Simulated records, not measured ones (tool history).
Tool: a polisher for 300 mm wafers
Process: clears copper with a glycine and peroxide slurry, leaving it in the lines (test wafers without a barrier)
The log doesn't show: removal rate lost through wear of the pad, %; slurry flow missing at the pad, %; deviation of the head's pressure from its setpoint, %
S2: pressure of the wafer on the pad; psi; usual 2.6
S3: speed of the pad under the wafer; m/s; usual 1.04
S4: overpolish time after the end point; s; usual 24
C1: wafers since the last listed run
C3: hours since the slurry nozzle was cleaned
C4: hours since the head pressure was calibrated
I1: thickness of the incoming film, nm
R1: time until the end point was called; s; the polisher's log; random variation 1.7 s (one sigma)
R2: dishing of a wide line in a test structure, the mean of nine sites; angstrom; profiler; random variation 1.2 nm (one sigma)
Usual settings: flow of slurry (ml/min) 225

run 1 hour=0 | flow_of_slurry_(ml/min)=225 S2=2.6 S3=1.04 S4=24 | C1=0 wafers_polished_on_this_pad=348 C3=172.4 C4=802.1 | I1=674.7 | R1=149.9 R2=794
run 2 hour=14.8 | flow_of_slurry_(ml/min)=225 S2=2.6 S3=1.04 S4=24 | C1=119 wafers_polished_on_this_pad=468 C3=187.2 C4=816.9 | I1=668.4 | R1=155.9 R2=791
run 3 hour=23.2 | flow_of_slurry_(ml/min)=225 S2=2.6 S3=1.04 S4=24 | C1=67 wafers_polished_on_this_pad=535 C3=195.6 C4=825.3 | I1=695.8 | R1=160.7 R2=769
-- hour=34.5 worn pad replaced by a new one
run 4 hour=35 | flow_of_slurry_(ml/min)=245 S2=2.6 S3=0.82 S4=24 | C1=62 wafers_polished_on_this_pad=4 C3=207.4 C4=837.1 | I1=682.6 | R1=173.7 R2=732
run 5 hour=41.8 | flow_of_slurry_(ml/min)=245 S2=2.6 S3=0.82 S4=24 | C1=54 wafers_polished_on_this_pad=59 C3=214.2 C4=843.9 | I1=686.5 | R1=172.2 R2=726
run 6 hour=50.2 | flow_of_slurry_(ml/min)=245 S2=2.6 S3=0.82 S4=24 | C1=67 wafers_polished_on_this_pad=126 C3=222.6 C4=852.3 | I1=677.8 | R1=171.4 R2=715
run 7 hour=62.2 | flow_of_slurry_(ml/min)=225 S2=2.6 S3=0.78 S4=24 | C1=96 wafers_polished_on_this_pad=223 C3=234.6 C4=864.3 | I1=685.7 | R1=183.2 R2=694
run 8 hour=75.9 | flow_of_slurry_(ml/min)=225 S2=2.6 S3=1.04 S4=24 | C1=110 wafers_polished_on_this_pad=334 C3=248.3 C4=878 | I1=677.6 | R1=152.3 R2=797
run 9 hour=92.6 | flow_of_slurry_(ml/min)=225 S2=2.6 S3=1.04 S4=24 | C1=134 wafers_polished_on_this_pad=469 C3=265 C4=894.7 | I1=678.3 | R1=155.8 R2=778
run 10 hour=101.1 | flow_of_slurry_(ml/min)=225 S2=2.6 S3=1.04 S4=34 | C1=68 wafers_polished_on_this_pad=538 C3=273.5 C4=903.2 | I1=682.2 | R1=155.5 R2=1014
run 11 hour=109.4 | flow_of_slurry_(ml/min)=225 S2=2.6 S3=1.04 S4=34 | C1=67 wafers_polished_on_this_pad=605 C3=281.8 C4=911.5 | I1=679.9 | R1=160.8 R2=984
-- hour=116.2 slurry nozzle cleaned
-- hour=125.5 worn pad replaced by a new one
run 12 hour=126 | flow_of_slurry_(ml/min)=200 S2=3 S3=1.24 S4=24 | C1=93 wafers_polished_on_this_pad=4 C3=9.8 C4=928.1 | I1=691.3 | R1=133.8 R2=888
run 13 hour=175.7 | flow_of_slurry_(ml/min)=225 S2=3.5 S3=1.16 S4=24 | C1=401 wafers_polished_on_this_pad=405 C3=59.5 C4=977.8 | I1=684.4 | R1=125.7 R2=925
run 14 hour=187.1 | flow_of_slurry_(ml/min)=225 S2=1.9 S3=1.04 S4=24 | C1=92 wafers_polished_on_this_pad=497 C3=70.9 C4=989.2 | I1=687.9 | R1=180.3 R2=681
-- hour=191.3 head pressure recalibrated
run 15 hour=201.1 | flow_of_slurry_(ml/min)=225 S2=2.6 S3=1.04 S4=24 | C1=96 wafers_polished_on_this_pad=594 C3=84.9 C4=9.8 | I1=671.6 | R1=160.3 R2=759
run 16 hour=210.4 | flow_of_slurry_(ml/min)=225 S2=2.6 S3=1.04 S4=24 | C1=75 wafers_polished_on_this_pad=669 C3=94.2 C4=19.1 | I1=681.4 | R1=161.7 R2=771
-- hour=223.6 worn pad replaced by a new one
run 17 hour=226.8 | flow_of_slurry_(ml/min)=225 S2=2.6 S3=0.76 S4=24 | C1=100 wafers_polished_on_this_pad=25 C3=110.6 C4=35.5 | I1=679.3 | R1=182.2 R2=696
run 18 hour=254 | flow_of_slurry_(ml/min)=150 S2=2.6 S3=0.8 S4=24 | C1=219 wafers_polished_on_this_pad=245 C3=137.8 C4=62.7 | I1=679.9 | R1=195 R2=661
run 19 hour=271.6 | flow_of_slurry_(ml/min)=225 S2=2.6 S3=1.04 S4=28 | C1=142 wafers_polished_on_this_pad=387 C3=155.4 C4=80.3 | I1=669.5 | R1=151.8 R2=859
run 20 hour=284.6 | flow_of_slurry_(ml/min)=225 S2=2.6 S3=1.04 S4=17 | C1=104 wafers_polished_on_this_pad=492 C3=168.4 C4=93.3 | I1=684.3 | R1=158.4 R2=590
run 21 hour=301.5 | flow_of_slurry_(ml/min)=245 S2=2.6 S3=0.9 S4=24 | C1=136 wafers_polished_on_this_pad=628 C3=185.3 C4=110.2 | I1=694.2 | R1=177 R2=733
-- hour=315.2 worn pad replaced by a new one
run 22 hour=315.7 | flow_of_slurry_(ml/min)=225 S2=2.6 S3=0.84 S4=35 | C1=82 wafers_polished_on_this_pad=4 C3=199.5 C4=124.4 | I1=684 | R1=175.9 R2=990
run 23 hour=329 | flow_of_slurry_(ml/min)=225 S2=2.6 S3=1.04 S4=24 | C1=107 wafers_polished_on_this_pad=111 C3=212.8 C4=137.7 | I1=682.9 | R1=149.4 R2=802

Forecast each of these 3 alternatives for the next run:
run A hour=329.5 | flow_of_slurry_(ml/min)=225 S2=2.6 S3=1.04 S4=24 | C1=4 wafers_polished_on_this_pad=115 C3=213.3 C4=138.2 | I1=685.6 | R1=? R2=?
run B hour=329.5 | flow_of_slurry_(ml/min)=225 S2=2.8 S3=1.04 S4=11 | C1=4 wafers_polished_on_this_pad=115 C3=213.3 C4=138.2 | I1=685.6 | R1=? R2=?
run C hour=329.5 | flow_of_slurry_(ml/min)=195 S2=2 S3=1.04 S4=24 | C1=4 wafers_polished_on_this_pad=115 C3=213.3 C4=138.2 | I1=685.6 | R1=? R2=?

run=A R1=155.8 R2=777
run=B R1=150.1 R2=413
run=C R1=179.3 R2=689
Without the tool's hidden state the same runs would have given:
run=A R1=153.9 R2=785
run=B R1=148.3 R2=418
run=C R1=177.1 R2=696
